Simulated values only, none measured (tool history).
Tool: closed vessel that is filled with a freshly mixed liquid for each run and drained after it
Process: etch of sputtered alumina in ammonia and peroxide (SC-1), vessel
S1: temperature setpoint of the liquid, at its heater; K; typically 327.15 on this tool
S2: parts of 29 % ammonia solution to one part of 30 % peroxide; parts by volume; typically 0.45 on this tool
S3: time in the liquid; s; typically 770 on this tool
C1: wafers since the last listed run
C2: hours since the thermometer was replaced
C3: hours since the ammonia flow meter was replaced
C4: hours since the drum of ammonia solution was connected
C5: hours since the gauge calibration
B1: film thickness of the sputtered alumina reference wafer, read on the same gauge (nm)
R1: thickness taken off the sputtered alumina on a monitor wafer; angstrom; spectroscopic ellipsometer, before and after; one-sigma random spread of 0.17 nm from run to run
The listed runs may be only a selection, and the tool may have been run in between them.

| run | hour | S1 | S2 | S3 | C1 | C2 | C3 | C4 | C5 | B1 | R1 |
|---|---|---|---|---|---|---|---|---|---|---|---|
| 1 | 0.0 | 327.15 | 0.45 | 770 | 0 | 1481.2 | 575.6 | 350.3 | 682.2 | 130.00 | 352.8 |
| 2 | 57.4 | 327.15 | 0.45 | 770 | 3006 | 1538.6 | 633.0 | 407.7 | 739.6 | 130.00 | 349.6 |
| 3 | 89.8 | 333.15 | 0.45 | 770 | 1697 | 1571.0 | 665.4 | 440.1 | 772.0 | 129.99 | 484.0 |
| 4 | 131.7 | 333.15 | 0.45 | 770 | 2194 | 1612.9 | 707.3 | 482.0 | 813.9 | 130.00 | 484.6 |
|  | 187.8 | gauge calibrated |
| 5 | 196.6 | 333.15 | 0.45 | 770 | 3399 | 1677.8 | 772.2 | 546.9 | 8.8 | 130.00 | 482.6 |
| 6 | 261.1 | 327.15 | 0.45 | 770 | 3378 | 1742.3 | 836.7 | 611.4 | 73.3 | 129.99 | 349.4 |
| 7 | 329.0 | 327.15 | 0.45 | 770 | 3556 | 1810.2 | 904.6 | 679.3 | 141.2 | 130.01 | 349.8 |
| 8 | 355.7 | 327.15 | 0.45 | 770 | 1398 | 1836.9 | 931.3 | 706.0 | 167.9 | 129.99 | 350.0 |
| 9 | 423.8 | 327.15 | 0.45 | 770 | 3567 | 1905.0 | 999.4 | 774.1 | 236.0 | 129.99 | 346.8 |
| 10 | 452.6 | 327.15 | 0.45 | 770 | 1508 | 1933.8 | 1028.2 | 802.9 | 264.8 | 130.02 | 348.0 |
|  | 458.4 | new drum of ammonia solution connected |
| 11 | 479.8 | 327.15 | 0.45 | 770 | 1372 | 1961.0 | 1055.4 | 21.4 | 292.0 | 130.00 | 347.2 |
|  | 487.3 | ammonia flow meter replaced |
| 12 | 533.5 | 335.65 | 0.45 | 1160 | 2760 | 2014.7 | 46.2 | 75.1 | 345.7 | 130.04 | 817.0 |
| 13 | 583.7 | 327.15 | 0.45 | 770 | 2629 | 2064.9 | 96.4 | 125.3 | 395.9 | 129.99 | 347.2 |
|  | 620.0 | thermometer replaced |
| 14 | 655.5 | 327.15 | 0.45 | 770 | 3708 | 35.5 | 168.2 | 197.1 | 467.7 | 129.99 | 373.7 |
| 15 | 704.6 | 321.65 | 0.25 | 1000 | 2571 | 84.6 | 217.3 | 246.2 | 516.8 | 130.02 | 337.1 |
| 16 | 742.3 | 327.15 | 0.45 | 770 | 1974 | 122.3 | 255.0 | 283.9 | 554.5 | 130.00 | 373.4 |
| 17 | 779.1 | 327.15 | 0.45 | 770 | 1927 | 159.1 | 291.8 | 320.7 | 591.3 | 130.00 | 372.0 |
| 18 | 806.4 | 327.15 | 0.50 | 505 | 1430 | 186.4 | 319.1 | 348.0 | 618.6 | 130.04 | 246.5 |
| 19 | 841.8 | 333.65 | 0.40 | 445 | 1854 | 221.8 | 354.5 | 383.4 | 654.0 | 130.01 | 296.3 |
| 20 | 891.8 | 318.65 | 0.35 | 375 | 2619 | 271.8 | 404.5 | 433.4 | 704.0 | 129.97 | 110.6 |
| 21 | 930.8 | 331.15 | 0.45 | 770 | 2042 | 310.8 | 443.5 | 472.4 | 743.0 | 129.99 | 457.6 |
| 22 | 955.0 | 327.15 | 0.60 | 440 | 1267 | 335.0 | 467.7 | 496.6 | 767.2 | 130.02 | 217.2 |
| 23 | 995.7 | 336.15 | 0.45 | 1035 | 2131 | 375.7 | 508.4 | 537.3 | 807.9 | 129.98 | 789.6 |
| 24 | 1053.2 | 318.15 | 0.30 | 1100 | 3011 | 433.2 | 565.9 | 594.8 | 865.4 | 130.01 | 308.0 |
| 25 | 1104.6 | 327.15 | 0.35 | 535 | 2692 | 484.6 | 617.3 | 646.2 | 916.8 | 130.01 | 250.3 |
|  | 1238.8 | gauge calibrated |
| 26 | 1280.5 | 330.15 | 0.55 | 460 | 9213 | 660.5 | 793.2 | 822.1 | 41.7 | 130.01 | 261.0 |
| 27 | 1344.5 | 327.15 | 0.45 | 770 | 3352 | 724.5 | 857.2 | 886.1 | 105.7 | 129.99 | 366.4 |

Predict each of these 5 candidate next runs independently; none follows another, all start after run 27:
| A | 1345.4 | 327.15 | 0.45 | 1105 | 47 | 725.4 | 858.1 | 887.0 | 106.6 | ? | ? |
| B | 1345.4 | 327.15 | 0.45 | 1065 | 47 | 725.4 | 858.1 | 887.0 | 106.6 | ? | ? |
| C | 1345.4 | 335.15 | 0.35 | 1150 | 47 | 725.4 | 858.1 | 887.0 | 106.6 | ? | ? |
| D | 1345.4 | 321.65 | 0.65 | 635 | 47 | 725.4 | 858.1 | 887.0 | 106.6 | ? | ? |
| E | 1345.4 | 327.15 | 0.55 | 770 | 47 | 725.4 | 858.1 | 887.0 | 106.6 | ? | ? |

| run | B1 | R1 |
|---|---|---|
| A | 130.02 | 526.6 |
| B | 130.02 | 507.6 |
| C | 130.02 | 812.8 |
| D | 130.02 | 231.9 |
| E | 130.02 | 374.0 |
With no hidden state in the tool, these same runs would have given:
| run | R1 |
|---|---|
| A | 540.1 |
| B | 520.5 |
| C | 832.5 |
| D | 238.1 |
| E | 383.6 |

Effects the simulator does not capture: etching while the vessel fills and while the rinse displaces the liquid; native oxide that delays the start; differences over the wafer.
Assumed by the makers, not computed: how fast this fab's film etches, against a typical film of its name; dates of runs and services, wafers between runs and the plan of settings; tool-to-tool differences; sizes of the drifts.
